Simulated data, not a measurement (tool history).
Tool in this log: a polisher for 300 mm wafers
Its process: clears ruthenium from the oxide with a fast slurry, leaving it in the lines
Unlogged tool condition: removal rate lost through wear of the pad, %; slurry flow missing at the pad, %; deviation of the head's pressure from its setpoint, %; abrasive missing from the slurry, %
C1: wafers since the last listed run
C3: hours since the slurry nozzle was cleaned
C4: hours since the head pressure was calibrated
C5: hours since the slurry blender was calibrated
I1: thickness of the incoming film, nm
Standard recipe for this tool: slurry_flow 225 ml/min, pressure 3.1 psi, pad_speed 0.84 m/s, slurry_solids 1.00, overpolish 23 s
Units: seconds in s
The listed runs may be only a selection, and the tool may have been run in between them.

{"run": 1, "hour": 0.0, "slurry_flow": 275, "pressure": 3.1, "pad_speed": 0.92, "slurry_solids": 1.0, "overpolish": 23, "C1": 0, "wafers polished on this pad": 520, "C3": 349.1, "C4": 1042.5, "C5": 192.2, "I1": 160.7, "seconds": 36.2}
{"run": 2, "hour": 30.5, "slurry_flow": 225, "pressure": 3.1, "pad_speed": 0.84, "slurry_solids": 1.0, "overpolish": 23, "C1": 284, "wafers polished on this pad": 804, "C3": 379.6, "C4": 1073.0, "C5": 222.7, "I1": 158.4, "seconds": 40.3}
{"run": 3, "hour": 53.9, "slurry_flow": 225, "pressure": 3.1, "pad_speed": 0.84, "slurry_solids": 1.0, "overpolish": 23, "C1": 218, "wafers polished on this pad": 1022, "C3": 403.0, "C4": 1096.4, "C5": 246.1, "I1": 158.6, "seconds": 39.9}
{"hour": 80.5, "done": "head pressure recalibrated"}
{"run": 4, "hour": 87.4, "slurry_flow": 225, "pressure": 3.1, "pad_speed": 0.84, "slurry_solids": 1.0, "overpolish": 23, "C1": 293, "wafers polished on this pad": 1316, "C3": 436.5, "C4": 6.9, "C5": 279.6, "I1": 158.9, "seconds": 42.0}
{"run": 5, "hour": 115.9, "slurry_flow": 225, "pressure": 2.7, "pad_speed": 0.84, "slurry_solids": 1.15, "overpolish": 36, "C1": 265, "wafers polished on this pad": 1581, "C3": 465.0, "C4": 35.4, "C5": 308.1, "I1": 159.1, "seconds": 45.1}
{"run": 6, "hour": 134.6, "slurry_flow": 225, "pressure": 2.1, "pad_speed": 0.84, "slurry_solids": 1.0, "overpolish": 23, "C1": 174, "wafers polished on this pad": 1756, "C3": 483.7, "C4": 54.1, "C5": 326.8, "I1": 158.6, "seconds": 56.3}
{"hour": 165.6, "done": "worn pad replaced by a new one"}
{"run": 7, "hour": 166.1, "slurry_flow": 225, "pressure": 3.1, "pad_speed": 0.84, "slurry_solids": 1.0, "overpolish": 17, "C1": 256, "wafers polished on this pad": 4, "C3": 515.2, "C4": 85.6, "C5": 358.3, "I1": 159.2, "seconds": 38.7}
{"hour": 175.4, "done": "slurry blender recalibrated"}
{"run": 8, "hour": 191.5, "slurry_flow": 225, "pressure": 3.1, "pad_speed": 0.84, "slurry_solids": 1.0, "overpolish": 23, "C1": 218, "wafers polished on this pad": 222, "C3": 540.6, "C4": 111.0, "C5": 16.1, "I1": 161.4, "seconds": 40.8}
{"run": 9, "hour": 209.0, "slurry_flow": 225, "pressure": 3.1, "pad_speed": 0.7, "slurry_solids": 1.15, "overpolish": 23, "C1": 163, "wafers polished on this pad": 385, "C3": 558.1, "C4": 128.5, "C5": 33.6, "I1": 158.1, "seconds": 45.7}
{"run": 10, "hour": 236.4, "slurry_flow": 155, "pressure": 3.1, "pad_speed": 0.84, "slurry_solids": 1.1, "overpolish": 32, "C1": 255, "wafers polished on this pad": 641, "C3": 585.5, "C4": 155.9, "C5": 61.0, "I1": 160.4, "seconds": 43.1}
{"run": 11, "hour": 263.1, "slurry_flow": 225, "pressure": 3.7, "pad_speed": 0.98, "slurry_solids": 0.85, "overpolish": 23, "C1": 248, "wafers polished on this pad": 890, "C3": 612.2, "C4": 182.6, "C5": 87.7, "I1": 159.8, "seconds": 32.4}
{"run": 12, "hour": 281.7, "slurry_flow": 225, "pressure": 3.1, "pad_speed": 0.84, "slurry_solids": 1.0, "overpolish": 23, "C1": 173, "wafers polished on this pad": 1063, "C3": 630.8, "C4": 201.2, "C5": 106.3, "I1": 163.4, "seconds": 43.3}
{"run": 13, "hour": 309.5, "slurry_flow": 285, "pressure": 3.1, "pad_speed": 0.84, "slurry_solids": 1.0, "overpolish": 23, "C1": 259, "wafers polished on this pad": 1322, "C3": 658.6, "C4": 229.0, "C5": 134.1, "I1": 162.9, "seconds": 42.2}
{"hour": 342.4, "done": "slurry nozzle cleaned"}
{"run": 14, "hour": 345.3, "slurry_flow": 225, "pressure": 3.1, "pad_speed": 0.84, "slurry_solids": 1.0, "overpolish": 23, "C1": 324, "wafers polished on this pad": 1647, "C3": 2.9, "C4": 264.8, "C5": 169.9, "I1": 159.4, "seconds": 43.1}
{"run": 15, "hour": 360.6, "slurry_flow": 225, "pressure": 3.1, "pad_speed": 0.84, "slurry_solids": 1.0, "overpolish": 23, "C1": 142, "wafers polished on this pad": 1790, "C3": 18.2, "C4": 280.1, "C5": 185.2, "I1": 157.9, "seconds": 42.2}
{"run": 16, "hour": 380.5, "slurry_flow": 225, "pressure": 3.1, "pad_speed": 0.58, "slurry_solids": 0.9, "overpolish": 23, "C1": 185, "wafers polished on this pad": 1975, "C3": 38.1, "C4": 300.0, "C5": 205.1, "I1": 159.2, "seconds": 65.3}
{"run": 17, "hour": 400.0, "slurry_flow": 225, "pressure": 3.1, "pad_speed": 0.76, "slurry_solids": 1.0, "overpolish": 32, "C1": 181, "wafers polished on this pad": 2157, "C3": 57.6, "C4": 319.5, "C5": 224.6, "I1": 159.8, "seconds": 49.2}
{"hour": 425.6, "done": "worn pad replaced by a new one"}
{"run": 18, "hour": 426.2, "slurry_flow": 225, "pressure": 3.1, "pad_speed": 0.84, "slurry_solids": 1.0, "overpolish": 23, "C1": 206, "wafers polished on this pad": 5, "C3": 83.8, "C4": 345.7, "C5": 250.8, "I1": 160.7, "seconds": 37.6}
{"run": 19, "hour": 447.1, "slurry_flow": 200, "pressure": 4.1, "pad_speed": 1.12, "slurry_solids": 0.85, "overpolish": 23, "C1": 194, "wafers polished on this pad": 200, "C3": 104.7, "C4": 366.6, "C5": 271.7, "I1": 159.9, "seconds": 24.7}
{"run": 20, "hour": 473.5, "slurry_flow": 225, "pressure": 3.1, "pad_speed": 0.84, "slurry_solids": 1.0, "overpolish": 16, "C1": 246, "wafers polished on this pad": 446, "C3": 131.1, "C4": 393.0, "C5": 298.1, "I1": 160.6, "seconds": 40.9}
{"hour": 478.2, "done": "slurry blender recalibrated"}
{"run": 21, "hour": 493.9, "slurry_flow": 155, "pressure": 4.1, "pad_speed": 0.84, "slurry_solids": 1.25, "overpolish": 23, "C1": 171, "wafers polished on this pad": 618, "C3": 151.5, "C4": 413.4, "C5": 15.7, "I1": 158.7, "seconds": 32.0}
{"run": 22, "hour": 517.0, "slurry_flow": 225, "pressure": 3.1, "pad_speed": 0.84, "slurry_solids": 1.0, "overpolish": 23, "C1": 215, "wafers polished on this pad": 833, "C3": 174.6, "C4": 436.5, "C5": 38.8, "I1": 162.8, "seconds": 43.1}
{"run": 23, "hour": 540.3, "slurry_flow": 205, "pressure": 3.1, "pad_speed": 0.6, "slurry_solids": 1.25, "overpolish": 27, "C1": 217, "wafers polished on this pad": 1050, "C3": 197.9, "C4": 459.8, "C5": 62.1, "I1": 158.7, "seconds": 56.5}
{"run": 24, "hour": 555.5, "slurry_flow": 225, "pressure": 3.1, "pad_speed": 0.84, "slurry_solids": 1.0, "overpolish": 23, "C1": 141, "wafers polished on this pad": 1192, "C3": 213.1, "C4": 475.0, "C5": 77.3, "I1": 159.4, "seconds": 41.4}
{"run": 25, "hour": 576.1, "slurry_flow": 175, "pressure": 2.6, "pad_speed": 0.84, "slurry_solids": 1.15, "overpolish": 30, "C1": 192, "wafers polished on this pad": 1384, "C3": 233.7, "C4": 495.6, "C5": 97.9, "I1": 159.5, "seconds": 49.0}
{"run": 26, "hour": 592.2, "slurry_flow": 225, "pressure": 3.1, "pad_speed": 0.84, "slurry_solids": 1.0, "overpolish": 23, "C1": 150, "wafers polished on this pad": 1534, "C3": 249.8, "C4": 511.7, "C5": 114.0, "I1": 161.4, "seconds": 42.9}
{"run": 27, "hour": 612.8, "slurry_flow": 150, "pressure": 3.8, "pad_speed": 1.12, "slurry_solids": 1.3, "overpolish": 23, "C1": 192, "wafers polished on this pad": 1726, "C3": 270.4, "C4": 532.3, "C5": 134.6, "I1": 160.3, "seconds": 25.5}
{"run": 28, "hour": 639.7, "slurry_flow": 175, "pressure": 3.1, "pad_speed": 1.06, "slurry_solids": 1.15, "overpolish": 23, "C1": 250, "wafers polished on this pad": 1977, "C3": 297.3, "C4": 559.2, "C5": 161.5, "I1": 160.1, "seconds": 34.2}
{"run": 29, "hour": 655.9, "slurry_flow": 225, "pressure": 2.7, "pad_speed": 0.84, "slurry_solids": 1.0, "overpolish": 31, "C1": 151, "wafers polished on this pad": 2128, "C3": 313.5, "C4": 575.4, "C5": 177.7, "I1": 159.7, "seconds": 47.9}

Here are 4 independent what-if runs from the current tool condition. What would each one return?
{"run": "A", "hour": 656.3, "slurry_flow": 225, "pressure": 3.1, "pad_speed": 0.92, "slurry_solids": 1.0, "overpolish": 23, "C1": 3, "wafers polished on this pad": 2132, "C3": 313.9, "C4": 575.8, "C5": 178.1, "I1": 159.7, "seconds": "?"}
{"run": "B", "hour": 656.3, "slurry_flow": 225, "pressure": 3.1, "pad_speed": 0.84, "slurry_solids": 1.0, "overpolish": 30, "C1": 3, "wafers polished on this pad": 2132, "C3": 313.9, "C4": 575.8, "C5": 178.1, "I1": 159.7, "seconds": "?"}
{"run": "C", "hour": 656.3, "slurry_flow": 225, "pressure": 2.2, "pad_speed": 0.84, "slurry_solids": 1.25, "overpolish": 23, "C1": 3, "wafers polished on this pad": 2132, "C3": 313.9, "C4": 575.8, "C5": 178.1, "I1": 159.7, "seconds": "?"}
{"run": "D", "hour": 656.3, "slurry_flow": 225, "pressure": 3.1, "pad_speed": 1.06, "slurry_solids": 1.0, "overpolish": 23, "C1": 3, "wafers polished on this pad": 2132, "C3": 313.9, "C4": 575.8, "C5": 178.1, "I1": 159.7, "seconds": "?"}

run=A seconds=40.0
run=B seconds=43.8
run=C seconds=53.4
run=D seconds=34.7
What these runs would have given with no unlogged condition in the tool:
run=A seconds=35.2
run=B seconds=38.6
run=C seconds=47.0
run=D seconds=30.6
